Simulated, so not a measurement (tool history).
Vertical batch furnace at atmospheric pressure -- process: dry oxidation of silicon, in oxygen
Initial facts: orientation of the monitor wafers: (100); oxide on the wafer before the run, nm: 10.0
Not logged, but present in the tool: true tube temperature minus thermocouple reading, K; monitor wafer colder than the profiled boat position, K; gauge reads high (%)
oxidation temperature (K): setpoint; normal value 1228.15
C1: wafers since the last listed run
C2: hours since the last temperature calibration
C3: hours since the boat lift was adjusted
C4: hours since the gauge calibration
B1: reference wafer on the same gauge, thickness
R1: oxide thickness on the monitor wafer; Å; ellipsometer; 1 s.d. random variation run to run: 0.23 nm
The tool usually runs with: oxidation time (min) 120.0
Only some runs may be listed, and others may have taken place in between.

run 1 hour=0.0 | oxidation_temperature_(K)=1228.15 oxidation_time_(min)=120.0 | C1=0 C2=2074.8 C3=3730.1 C4=491.8 | B1=59.17 | R1=576.8
run 2 hour=95.8 | oxidation_temperature_(K)=1228.15 oxidation_time_(min)=120.0 | C1=1484 C2=2170.6 C3=3825.9 C4=587.6 | B1=59.22 | R1=571.4
run 3 hour=192.9 | oxidation_temperature_(K)=1228.15 oxidation_time_(min)=120.0 | C1=1505 C2=2267.7 C3=3923.0 C4=684.7 | B1=59.10 | R1=573.8
run 4 hour=231.7 | oxidation_temperature_(K)=1228.15 oxidation_time_(min)=120.0 | C1=601 C2=2306.5 C3=3961.8 C4=723.5 | B1=59.04 | R1=575.4
run 5 hour=269.5 | oxidation_temperature_(K)=1228.15 oxidation_time_(min)=154.0 | C1=585 C2=2344.3 C3=3999.6 C4=761.3 | B1=59.09 | R1=684.6
run 6 hour=352.1 | oxidation_temperature_(K)=1228.15 oxidation_time_(min)=154.0 | C1=1280 C2=2426.9 C3=4082.2 C4=843.9 | B1=59.08 | R1=685.3
run 7 hour=400.1 | oxidation_temperature_(K)=1228.15 oxidation_time_(min)=120.0 | C1=744 C2=2474.9 C3=4130.2 C4=891.9 | B1=59.11 | R1=578.8
run 8 hour=483.6 | oxidation_temperature_(K)=1228.15 oxidation_time_(min)=120.0 | C1=1294 C2=2558.4 C3=4213.7 C4=975.4 | B1=59.14 | R1=577.8
run 9 hour=587.0 | oxidation_temperature_(K)=1228.15 oxidation_time_(min)=120.0 | C1=1602 C2=2661.8 C3=4317.1 C4=1078.8 | B1=59.05 | R1=574.3
-- hour=591.5 gauge calibrated
run 10 hour=671.2 | oxidation_temperature_(K)=1228.15 oxidation_time_(min)=120.0 | C1=1305 C2=2746.0 C3=4401.3 C4=79.7 | B1=59.15 | R1=578.9
run 11 hour=716.1 | oxidation_temperature_(K)=1228.15 oxidation_time_(min)=120.0 | C1=695 C2=2790.9 C3=4446.2 C4=124.6 | B1=59.02 | R1=574.6
run 12 hour=793.9 | oxidation_temperature_(K)=1244.15 oxidation_time_(min)=120.0 | C1=1205 C2=2868.7 C3=4524.0 C4=202.4 | B1=59.06 | R1=647.3
run 13 hour=830.9 | oxidation_temperature_(K)=1241.15 oxidation_time_(min)=78.0 | C1=573 C2=2905.7 C3=4561.0 C4=239.4 | B1=59.10 | R1=478.8
run 14 hour=879.5 | oxidation_temperature_(K)=1211.15 oxidation_time_(min)=75.5 | C1=753 C2=2954.3 C3=4609.6 C4=288.0 | B1=59.14 | R1=371.3
run 15 hour=939.3 | oxidation_temperature_(K)=1206.15 oxidation_time_(min)=137.0 | C1=926 C2=3014.1 C3=4669.4 C4=347.8 | B1=59.04 | R1=515.4
run 16 hour=1009.5 | oxidation_temperature_(K)=1241.15 oxidation_time_(min)=176.5 | C1=1088 C2=3084.3 C3=4739.6 C4=418.0 | B1=59.07 | R1=830.3
run 17 hour=1071.2 | oxidation_temperature_(K)=1253.15 oxidation_time_(min)=148.5 | C1=956 C2=3146.0 C3=4801.3 C4=479.7 | B1=59.14 | R1=799.1
run 18 hour=1171.2 | oxidation_temperature_(K)=1208.15 oxidation_time_(min)=70.5 | C1=1550 C2=3246.0 C3=4901.3 C4=579.7 | B1=59.09 | R1=345.6
-- hour=1212.5 boat lift adjusted
run 19 hour=1229.5 | oxidation_temperature_(K)=1228.15 oxidation_time_(min)=120.0 | C1=531 C2=3304.3 C3=17.0 C4=638.0 | B1=59.07 | R1=578.1
-- hour=1264.8 thermocouples replaced and temperature profile calibrated
run 20 hour=1265.7 | oxidation_temperature_(K)=1205.15 oxidation_time_(min)=90.5 | C1=189 C2=0.9 C3=53.2 C4=674.2 | B1=59.03 | R1=401.3
run 21 hour=1343.5 | oxidation_temperature_(K)=1248.15 oxidation_time_(min)=170.0 | C1=1205 C2=78.7 C3=131.0 C4=752.0 | B1=59.10 | R1=860.2
run 22 hour=1431.2 | oxidation_temperature_(K)=1207.15 oxidation_time_(min)=83.0 | C1=1359 C2=166.4 C3=218.7 C4=839.7 | B1=59.08 | R1=390.7
run 23 hour=1505.1 | oxidation_temperature_(K)=1218.15 oxidation_time_(min)=144.0 | C1=1145 C2=240.3 C3=292.6 C4=913.6 | B1=59.09 | R1=615.1
run 24 hour=1564.3 | oxidation_temperature_(K)=1228.15 oxidation_time_(min)=120.0 | C1=917 C2=299.5 C3=351.8 C4=972.8 | B1=59.05 | R1=594.2
-- hour=1666.0 thermocouples replaced and temperature profile calibrated, repeated, since the last time left the tool worse
-- hour=1700.2 gauge calibrated
run 25 hour=1826.7 | oxidation_temperature_(K)=1228.15 oxidation_time_(min)=120.0 | C1=3695 C2=160.7 C3=614.2 C4=126.5 | B1=59.03 | R1=565.0

Hidden state, per run?
monitor wafer colder than the profiled boat position, K: 0, the same for each run
gauge reads high (%): 0, the same for each run
H1: true tube temperature minus thermocouple reading, K
run=1 H1=2.99
run=2 H1=3.02
run=3 H1=3.05
run=4 H1=3.06
run=5 H1=3.08
run=6 H1=3.1
run=7 H1=3.11
run=8 H1=3.13
run=9 H1=3.15
run=10 H1=3.17
run=11 H1=3.18
run=12 H1=3.19
run=13 H1=3.2
run=14 H1=3.21
run=15 H1=3.22
run=16 H1=3.23
run=17 H1=3.24
run=18 H1=3.25
run=19 H1=3.25
run=20 H1=5.57
run=21 H1=5.78
run=22 H1=6.01
run=23 H1=6.18
run=24 H1=6.31
run=25 H1=0.609

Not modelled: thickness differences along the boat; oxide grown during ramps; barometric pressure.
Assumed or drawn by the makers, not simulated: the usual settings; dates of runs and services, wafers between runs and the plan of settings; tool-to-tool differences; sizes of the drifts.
